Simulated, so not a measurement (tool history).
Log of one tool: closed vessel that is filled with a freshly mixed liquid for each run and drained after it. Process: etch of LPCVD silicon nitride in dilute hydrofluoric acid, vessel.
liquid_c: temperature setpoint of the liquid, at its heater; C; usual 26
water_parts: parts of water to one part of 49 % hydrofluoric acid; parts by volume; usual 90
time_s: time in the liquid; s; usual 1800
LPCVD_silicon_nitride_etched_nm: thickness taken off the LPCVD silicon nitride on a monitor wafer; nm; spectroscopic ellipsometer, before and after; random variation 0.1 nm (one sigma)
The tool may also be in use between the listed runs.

run    hour  liquid_c  water_parts  time_s  read-back film thickness of the LPCVD silicon nitride reference wafer, read on the same gauge (nm)  LPCVD_silicon_nitride_etched_nm
  1       0        26           90    1800                                                                                               38.76                            12.27
  2    41.9        26           90    1800                                                                                               38.75                            12.21
  3    90.6        26           90    1310                                                                                                38.7                             8.67
      115.4  -- gauge calibrated
  4   140.1        26           90    1310                                                                                               39.93                             8.91
  5     210        26           90    1800                                                                                               39.61                            12.31
  6   267.8      22.5           90    1800                                                                                               39.52                             9.67
  7   302.1      22.5           90    1800                                                                                               39.32                             9.72
  8   335.6        26           60    1800                                                                                               39.33                            18.35
  9   406.8        26           90    1800                                                                                               39.15                            12.13
 10   451.5        26           90    1800                                                                                               39.06                            12.08
 11   506.6        26           90    1800                                                                                               38.98                            12.25
 12     572        26           90    1800                                                                                               38.93                            12.13
 13   621.8        26           90    1800                                                                                               38.87                            12.17
 14   648.9      24.5           75    2665                                                                                               38.83                            19.64
      651.8  -- hydrofluoric acid flow meter replaced
 15   704.5      24.5           70     845                                                                                               38.79                             6.56
 16   743.3        26           90    1800                                                                                               38.77                            12.15
      779.4  -- thermometer replaced
 17   780.1        26           90    1800                                                                                               38.76                            12.05
      906.1  -- gauge calibrated
 18   959.9        30           90    1800                                                                                               39.84                            15.96
 19    1006        29           90    2190                                                                                               39.69                            18.04
 20  1047.3        30           90    1800                                                                                               39.53                            15.87
 21  1088.5        22           55    1800                                                                                               39.44                            15.24
 22  1115.8      27.5           45    2125                                                                                               39.35                            31.68
 23  1145.3      28.5          110    1095                                                                                               39.26                             7.12
 24  1203.2      23.5          125    2320                                                                                               39.19                             9.61
 25  1248.5        26           75    1170                                                                                               39.11                             9.55
 26  1286.9        28           90    2540                                                                                               39.03                            19.65
 27  1317.9        29           90    2190                                                                                               39.02                            18.18

4 ways to go on from here, each from the tool as it stands after run 27. What would each give?
  A  1319.1        26           90    1800                                                                                                   ?                                ?
  B  1319.1        28           75    1800                                                                                                   ?                                ?
  C  1319.1        23           65    1800                                                                                                   ?                                ?
  D  1319.1        30           55    1800                                                                                                   ?                                ?

run  read-back film thickness of the LPCVD silicon nitride reference wafer, read on the same gauge (nm)  LPCVD_silicon_nitride_etched_nm
  A                                                                                               39.04                            12.25
  B                                                                                               39.04                            16.72
  C                                                                                               39.04                            13.84
  D                                                                                               39.04                            25.88
Without the tool's hidden state the same runs would have given:
run  LPCVD_silicon_nitride_etched_nm
  A                            12.56
  B                            17.14
  C                            14.19
  D                            26.54
